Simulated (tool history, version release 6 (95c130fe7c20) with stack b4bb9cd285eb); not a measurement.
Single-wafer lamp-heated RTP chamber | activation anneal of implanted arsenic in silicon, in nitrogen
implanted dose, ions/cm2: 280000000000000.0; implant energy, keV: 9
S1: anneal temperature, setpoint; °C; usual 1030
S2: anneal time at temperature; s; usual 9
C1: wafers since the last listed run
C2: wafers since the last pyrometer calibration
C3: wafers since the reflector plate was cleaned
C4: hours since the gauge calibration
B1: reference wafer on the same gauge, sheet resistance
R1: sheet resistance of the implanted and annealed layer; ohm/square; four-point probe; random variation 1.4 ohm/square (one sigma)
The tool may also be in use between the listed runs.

| run | hour | S1 | S2 | C1 | C2 | C3 | C4 | B1 | R1 |
|---|---|---|---|---|---|---|---|---|---|
| 1 | 0.0 | 1018 | 9 | 0 | 750 | 4046 | 9.2 | 372.62 | 378.63 |
| 2 | 33.6 | 1018 | 9 | 473 | 1223 | 4520 | 42.8 | 372.65 | 378.62 |
| 3 | 95.9 | 1018 | 9 | 878 | 2102 | 5398 | 105.1 | 373.58 | 379.25 |
| 4 | 125.5 | 1030 | 6 | 417 | 2519 | 5816 | 134.7 | 374.06 | 378.26 |
|  | 167.5 | pyrometer window cleaned and pyrometer calibrated |
| 5 | 185.6 | 1030 | 6 | 734 | 254 | 6550 | 194.8 | 374.82 | 381.37 |
| 6 | 217.2 | 1030 | 5 | 445 | 700 | 6996 | 226.4 | 375.28 | 382.95 |
| 7 | 279.9 | 1030 | 9 | 884 | 1584 | 7880 | 289.1 | 376.11 | 378.99 |
| 8 | 319.1 | 1017 | 5 | 552 | 2137 | 8433 | 328.3 | 377.67 | 390.80 |
|  | 345.4 | reflector plate cleaned |
|  | 352.1 | gauge calibrated |
| 9 | 372.5 | 1013 | 11 | 640 | 2777 | 382 | 20.4 | 373.46 | 374.84 |
| 10 | 397.0 | 1019 | 4 | 345 | 3122 | 727 | 44.9 | 372.93 | 385.98 |
|  | 419.2 | pyrometer window cleaned and pyrometer calibrated |
| 11 | 439.3 | 1030 | 9 | 483 | 283 | 1211 | 87.2 | 373.91 | 375.64 |
| 12 | 477.3 | 1047 | 4 | 535 | 819 | 1747 | 125.2 | 374.31 | 379.92 |
| 13 | 508.4 | 1017 | 12 | 438 | 1257 | 2186 | 156.3 | 374.45 | 378.61 |
| 14 | 559.5 | 1021 | 4 | 720 | 1978 | 2906 | 207.4 | 375.29 | 384.39 |
| 15 | 607.3 | 1021 | 13 | 674 | 2652 | 3580 | 255.2 | 375.50 | 372.67 |

Hidden state at the last listed run before each entry between runs and at the first one after, where it differs:
Between runs 4 and 5: pyrometer window cleaned and pyrometer calibrated (hour 167.5)
  gauge reads high (%): 0.192 -> 0.438
  measured less the result without the state, R1: +0.72 -> +1.67 ohm/square
Between runs 8 and 9: reflector plate cleaned (hour 345.4); gauge calibrated (hour 352.1)
  gauge reads high (%): 1.31 -> 0.0626
  measured less the result without the state, R1: +5.04 -> +0.23 ohm/square
Between runs 10 and 11: pyrometer window cleaned and pyrometer calibrated (hour 419.2)
  gauge reads high (%): 0.0825 -> 0.152
  measured less the result without the state, R1: +0.31 -> +0.57 ohm/square

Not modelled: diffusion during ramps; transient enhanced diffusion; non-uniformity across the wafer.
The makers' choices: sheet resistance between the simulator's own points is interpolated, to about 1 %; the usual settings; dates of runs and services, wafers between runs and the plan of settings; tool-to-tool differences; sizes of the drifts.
